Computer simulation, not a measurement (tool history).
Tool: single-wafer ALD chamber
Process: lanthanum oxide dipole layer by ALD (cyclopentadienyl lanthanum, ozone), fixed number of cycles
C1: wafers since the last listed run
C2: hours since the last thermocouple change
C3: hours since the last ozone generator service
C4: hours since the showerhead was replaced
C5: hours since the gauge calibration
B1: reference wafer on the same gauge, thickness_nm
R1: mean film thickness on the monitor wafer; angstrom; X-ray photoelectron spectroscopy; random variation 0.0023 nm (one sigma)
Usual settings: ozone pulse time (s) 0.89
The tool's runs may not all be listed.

{"run": 1, "hour": 0.0, "ozone pulse time (s)": 0.89, "C1": 0, "C2": 2080.1, "C3": 1193.9, "C4": 4957.3, "C5": 688.1, "B1": 0.475, "R1": 4.29}
{"run": 2, "hour": 14.1, "ozone pulse time (s)": 0.89, "C1": 176, "C2": 2094.2, "C3": 1208.0, "C4": 4971.4, "C5": 702.2, "B1": 0.474, "R1": 4.34}
{"run": 3, "hour": 41.9, "ozone pulse time (s)": 0.89, "C1": 348, "C2": 2122.0, "C3": 1235.8, "C4": 4999.2, "C5": 730.0, "B1": 0.474, "R1": 4.32}
{"run": 4, "hour": 59.5, "ozone pulse time (s)": 0.62, "C1": 220, "C2": 2139.6, "C3": 1253.4, "C4": 5016.8, "C5": 747.6, "B1": 0.473, "R1": 3.67}
{"run": 5, "hour": 84.2, "ozone pulse time (s)": 0.62, "C1": 310, "C2": 2164.3, "C3": 1278.1, "C4": 5041.5, "C5": 772.3, "B1": 0.473, "R1": 3.66}
{"run": 6, "hour": 101.4, "ozone pulse time (s)": 0.62, "C1": 215, "C2": 2181.5, "C3": 1295.3, "C4": 5058.7, "C5": 789.5, "B1": 0.474, "R1": 3.67}
{"run": 7, "hour": 150.9, "ozone pulse time (s)": 0.76, "C1": 621, "C2": 2231.0, "C3": 1344.8, "C4": 5108.2, "C5": 839.0, "B1": 0.473, "R1": 4.03}
{"run": 8, "hour": 170.9, "ozone pulse time (s)": 0.76, "C1": 251, "C2": 2251.0, "C3": 1364.8, "C4": 5128.2, "C5": 859.0, "B1": 0.471, "R1": 4.03}
{"run": 9, "hour": 190.1, "ozone pulse time (s)": 0.98, "C1": 240, "C2": 2270.2, "C3": 1384.0, "C4": 5147.4, "C5": 878.2, "B1": 0.471, "R1": 4.46}
{"run": 10, "hour": 224.8, "ozone pulse time (s)": 0.98, "C1": 435, "C2": 2304.9, "C3": 1418.7, "C4": 5182.1, "C5": 912.9, "B1": 0.471, "R1": 4.42}
{"run": 11, "hour": 246.5, "ozone pulse time (s)": 0.89, "C1": 272, "C2": 2326.6, "C3": 1440.4, "C4": 5203.8, "C5": 934.6, "B1": 0.47, "R1": 4.31}
{"run": 12, "hour": 262.6, "ozone pulse time (s)": 0.89, "C1": 202, "C2": 2342.7, "C3": 1456.5, "C4": 5219.9, "C5": 950.7, "B1": 0.47, "R1": 4.31}
{"hour": 288.5, "done": "thermocouple changed; heater temperature recalibrated"}
{"run": 13, "hour": 294.0, "ozone pulse time (s)": 0.89, "C1": 293, "C2": 5.5, "C3": 1487.9, "C4": 5251.3, "C5": 982.1, "B1": 0.47, "R1": 4.27}
{"run": 14, "hour": 310.2, "ozone pulse time (s)": 0.97, "C1": 203, "C2": 21.7, "C3": 1504.1, "C4": 5267.5, "C5": 998.3, "B1": 0.469, "R1": 4.39}
{"hour": 315.5, "done": "gauge calibrated"}
{"run": 15, "hour": 345.5, "ozone pulse time (s)": 1.03, "C1": 443, "C2": 57.0, "C3": 1539.4, "C4": 5302.8, "C5": 30.0, "B1": 0.492, "R1": 4.79}
{"hour": 355.5, "done": "showerhead replaced"}
{"run": 16, "hour": 368.1, "ozone pulse time (s)": 1.03, "C1": 183, "C2": 79.6, "C3": 1562.0, "C4": 12.6, "C5": 52.6, "B1": 0.491, "R1": 4.74}
{"hour": 382.8, "done": "ozone generator serviced"}
{"run": 17, "hour": 387.5, "ozone pulse time (s)": 1.13, "C1": 143, "C2": 99.0, "C3": 4.7, "C4": 32.0, "C5": 72.0, "B1": 0.491, "R1": 4.86}
{"run": 18, "hour": 493.3, "ozone pulse time (s)": 0.58, "C1": 1327, "C2": 204.8, "C3": 110.5, "C4": 137.8, "C5": 177.8, "B1": 0.489, "R1": 3.64}
{"run": 19, "hour": 540.9, "ozone pulse time (s)": 0.78, "C1": 597, "C2": 252.4, "C3": 158.1, "C4": 185.4, "C5": 225.4, "B1": 0.488, "R1": 4.25}
{"run": 20, "hour": 567.7, "ozone pulse time (s)": 1.09, "C1": 336, "C2": 279.2, "C3": 184.9, "C4": 212.2, "C5": 252.2, "B1": 0.488, "R1": 4.73}
{"run": 21, "hour": 586.0, "ozone pulse time (s)": 1.19, "C1": 229, "C2": 297.5, "C3": 203.2, "C4": 230.5, "C5": 270.5, "B1": 0.488, "R1": 4.89}
{"run": 22, "hour": 618.7, "ozone pulse time (s)": 0.89, "C1": 410, "C2": 330.2, "C3": 235.9, "C4": 263.2, "C5": 303.2, "B1": 0.486, "R1": 4.48}
{"run": 23, "hour": 634.1, "ozone pulse time (s)": 1.16, "C1": 193, "C2": 345.6, "C3": 251.3, "C4": 278.6, "C5": 318.6, "B1": 0.485, "R1": 4.83}
{"run": 24, "hour": 663.2, "ozone pulse time (s)": 0.61, "C1": 365, "C2": 374.7, "C3": 280.4, "C4": 307.7, "C5": 347.7, "B1": 0.485, "R1": 3.72}
{"run": 25, "hour": 696.1, "ozone pulse time (s)": 0.6, "C1": 412, "C2": 407.6, "C3": 313.3, "C4": 340.6, "C5": 380.6, "B1": 0.487, "R1": 3.69}
{"run": 26, "hour": 715.2, "ozone pulse time (s)": 1.05, "C1": 239, "C2": 426.7, "C3": 332.4, "C4": 359.7, "C5": 399.7, "B1": 0.486, "R1": 4.65}
{"run": 27, "hour": 740.3, "ozone pulse time (s)": 0.56, "C1": 315, "C2": 451.8, "C3": 357.5, "C4": 384.8, "C5": 424.8, "B1": 0.483, "R1": 3.5}
{"run": 28, "hour": 755.0, "ozone pulse time (s)": 1.08, "C1": 184, "C2": 466.5, "C3": 372.2, "C4": 399.5, "C5": 439.5, "B1": 0.483, "R1": 4.7}
{"run": 29, "hour": 788.6, "ozone pulse time (s)": 0.65, "C1": 421, "C2": 500.1, "C3": 405.8, "C4": 433.1, "C5": 473.1, "B1": 0.483, "R1": 3.85}
{"run": 30, "hour": 813.1, "ozone pulse time (s)": 0.89, "C1": 307, "C2": 524.6, "C3": 430.3, "C4": 457.6, "C5": 497.6, "B1": 0.482, "R1": 4.42}
{"run": 31, "hour": 829.8, "ozone pulse time (s)": 0.55, "C1": 209, "C2": 541.3, "C3": 447.0, "C4": 474.3, "C5": 514.3, "B1": 0.482, "R1": 3.47}
{"run": 32, "hour": 851.6, "ozone pulse time (s)": 0.89, "C1": 273, "C2": 563.1, "C3": 468.8, "C4": 496.1, "C5": 536.1, "B1": 0.482, "R1": 4.43}

Some steps in R1 between neighbouring runs. How much of each would the tool show without its hidden state too (settings, what came in, random variation), and how much is left for the hidden state, with any gauge scatter that isn't in both results?
The hidden state here: wafer temperature above the value expected at the setpoint (K); ozone dose above that of a generator just serviced (%); gauge reads high (%).
Run 3 -> 4: ozone pulse time (s) 0.89 -> 0.62. R1 -0.65 angstrom: hidden state +0.03, all else -0.68.
Run 14 -> 15: ozone pulse time (s) 0.97 -> 1.03, gauge calibrated. R1 +0.40 angstrom: hidden state +0.21, all else +0.19.
Run 17 -> 18: ozone pulse time (s) 1.13 -> 0.58. R1 -1.22 angstrom: hidden state -0.02, all else -1.20.
Run 26 -> 27: ozone pulse time (s) 1.05 -> 0.56. R1 -1.15 angstrom: hidden state +0.00, all else -1.15.
Run 27 -> 28: ozone pulse time (s) 0.56 -> 1.08. R1 +1.20 angstrom: hidden state -0.01, all else +1.21.
Run 31 -> 32: ozone pulse time (s) 0.55 -> 0.89. R1 +0.96 angstrom: hidden state -0.03, all else +0.99.
